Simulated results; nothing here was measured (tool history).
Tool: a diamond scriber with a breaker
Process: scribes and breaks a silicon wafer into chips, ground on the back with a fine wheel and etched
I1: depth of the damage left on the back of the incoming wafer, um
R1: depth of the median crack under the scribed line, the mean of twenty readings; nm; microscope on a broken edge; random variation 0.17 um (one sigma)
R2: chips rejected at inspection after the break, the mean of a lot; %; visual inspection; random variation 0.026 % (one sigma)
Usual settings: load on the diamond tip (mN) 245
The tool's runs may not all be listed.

run 1 day=0 | load_on_the_diamond_tip_(mN)=196 | I1=0.34 | R1=8740 R2=11.08
run 2 day=1.075 | load_on_the_diamond_tip_(mN)=265 | I1=0.7 | R1=11080 R2=0.95
run 3 day=1.6 | load_on_the_diamond_tip_(mN)=265 | I1=0.51 | R1=10800 R2=1.09
run 4 day=2.246 | load_on_the_diamond_tip_(mN)=245 | I1=0.39 | R1=9960 R2=2.94
run 5 day=3.621 | load_on_the_diamond_tip_(mN)=245 | I1=0.4 | R1=10190 R2=3.57
run 6 day=4.788 | load_on_the_diamond_tip_(mN)=245 | I1=0.6 | R1=9730 R2=4.15
run 7 day=5.554 | load_on_the_diamond_tip_(mN)=229 | I1=0.43 | R1=9600 R2=7.56
run 8 day=6.792 | load_on_the_diamond_tip_(mN)=276 | I1=0.79 | R1=10850 R2=1.62
run 9 day=7.55 | load_on_the_diamond_tip_(mN)=276 | I1=0.34 | R1=10800 R2=1.79
run 10 day=8.592 | load_on_the_diamond_tip_(mN)=276 | I1=0.66 | R1=10660 R2=1.94
run 11 day=9.792 | load_on_the_diamond_tip_(mN)=302 | I1=0.74 | R1=11140 R2=0.81
run 12 day=10.529 | load_on_the_diamond_tip_(mN)=245 | I1=0.65 | R1=9370 R2=6.09
run 13 day=11.1 | load_on_the_diamond_tip_(mN)=245 | I1=0.57 | R1=9750 R2=6.93
run 14 day=12.925 | load_on_the_diamond_tip_(mN)=194 | I1=0.54 | R1=7780 R2=21.82
run 15 day=14.012 | load_on_the_diamond_tip_(mN)=194 | I1=0.4 | R1=7740 R2=20.34
run 16 day=15.308 | load_on_the_diamond_tip_(mN)=272 | I1=0.32 | R1=10230 R2=3.09
run 17 day=16.5 | load_on_the_diamond_tip_(mN)=272 | I1=0.69 | R1=10230 R2=3.36
-- day=17.242 diamond tip replaced by a new one
run 18 day=17.354 | load_on_the_diamond_tip_(mN)=182 | I1=0.61 | R1=8520 R2=16.29
run 19 day=17.896 | load_on_the_diamond_tip_(mN)=245 | I1=0.58 | R1=10420 R2=2.43
run 20 day=18.458 | load_on_the_diamond_tip_(mN)=245 | I1=0.68 | R1=10470 R2=2.78
run 21 day=19.804 | load_on_the_diamond_tip_(mN)=305 | I1=0.58 | R1=12000 R2=0.76
-- day=20.512 load on the tip recalibrated
run 22 day=20.942 | load_on_the_diamond_tip_(mN)=245 | I1=0.7 | R1=10840 R2=0.99
run 23 day=21.862 | load_on_the_diamond_tip_(mN)=292 | I1=0.53 | R1=12200 R2=1.46
run 24 day=22.404 | load_on_the_diamond_tip_(mN)=278 | I1=0.32 | R1=11960 R2=0.75
run 25 day=23.596 | load_on_the_diamond_tip_(mN)=300 | I1=0.73 | R1=12450 R2=1.55
run 26 day=24.308 | load_on_the_diamond_tip_(mN)=208 | I1=0.31 | R1=9120 R2=7.32
run 27 day=25.804 | load_on_the_diamond_tip_(mN)=245 | I1=0.56 | R1=10450 R2=2.23
run 28 day=27.2 | load_on_the_diamond_tip_(mN)=188 | I1=0.44 | R1=8630 R2=15.29
run 29 day=27.788 | load_on_the_diamond_tip_(mN)=303 | I1=0.49 | R1=12290 R2=1.07
run 30 day=28.742 | load_on_the_diamond_tip_(mN)=245 | I1=0.69 | R1=10470 R2=2.66
run 31 day=29.517 | load_on_the_diamond_tip_(mN)=310 | I1=0.49 | R1=12640 R2=1.31
run 32 day=30.125 | load_on_the_diamond_tip_(mN)=245 | I1=0.39 | R1=10490 R2=2.75
run 33 day=31.05 | load_on_the_diamond_tip_(mN)=308 | I1=0.32 | R1=12240 R2=1.03
run 34 day=32.312 | load_on_the_diamond_tip_(mN)=186 | I1=0.67 | R1=8460 R2=17.89
run 35 day=33.754 | load_on_the_diamond_tip_(mN)=175 | I1=0.52 | R1=8210 R2=21.04
run 36 day=34.921 | load_on_the_diamond_tip_(mN)=245 | I1=0.6 | R1=10020 R2=3.53
-- day=35.158 diamond tip replaced by a new one
run 37 day=36.342 | load_on_the_diamond_tip_(mN)=192 | I1=0.53 | R1=8900 R2=8.53
run 38 day=37.554 | load_on_the_diamond_tip_(mN)=296 | I1=0.73 | R1=12630 R2=1.48
run 39 day=38.733 | load_on_the_diamond_tip_(mN)=216 | I1=0.68 | R1=9700 R2=5.6
run 40 day=39.771 | load_on_the_diamond_tip_(mN)=245 | I1=0.62 | R1=10430 R2=2.15

5 ways to go on from here, each from the tool as it stands after run 40. What would each give?
run A day=39.792 | load_on_the_diamond_tip_(mN)=245 | I1=0.36 | R1=? R2=?
run B day=39.792 | load_on_the_diamond_tip_(mN)=225 | I1=0.36 | R1=? R2=?
run C day=39.792 | load_on_the_diamond_tip_(mN)=301 | I1=0.36 | R1=? R2=?
run D day=39.792 | load_on_the_diamond_tip_(mN)=189 | I1=0.36 | R1=? R2=?
run E day=39.792 | load_on_the_diamond_tip_(mN)=172 | I1=0.36 | R1=? R2=?

run=A R1=10360 R2=2.02
run=B R1=9720 R2=4.46
run=C R1=12040 R2=1.12
run=D R1=8520 R2=12.92
run=E R1=7930 R2=19.14
Without the tool's hidden state the same runs would have given:
run=A R1=11380 R2=0.63
run=B R1=10680 R2=1.26
run=C R1=13230 R2=4.13
run=D R1=9370 R2=6.41
run=E R1=8710 R2=11.22

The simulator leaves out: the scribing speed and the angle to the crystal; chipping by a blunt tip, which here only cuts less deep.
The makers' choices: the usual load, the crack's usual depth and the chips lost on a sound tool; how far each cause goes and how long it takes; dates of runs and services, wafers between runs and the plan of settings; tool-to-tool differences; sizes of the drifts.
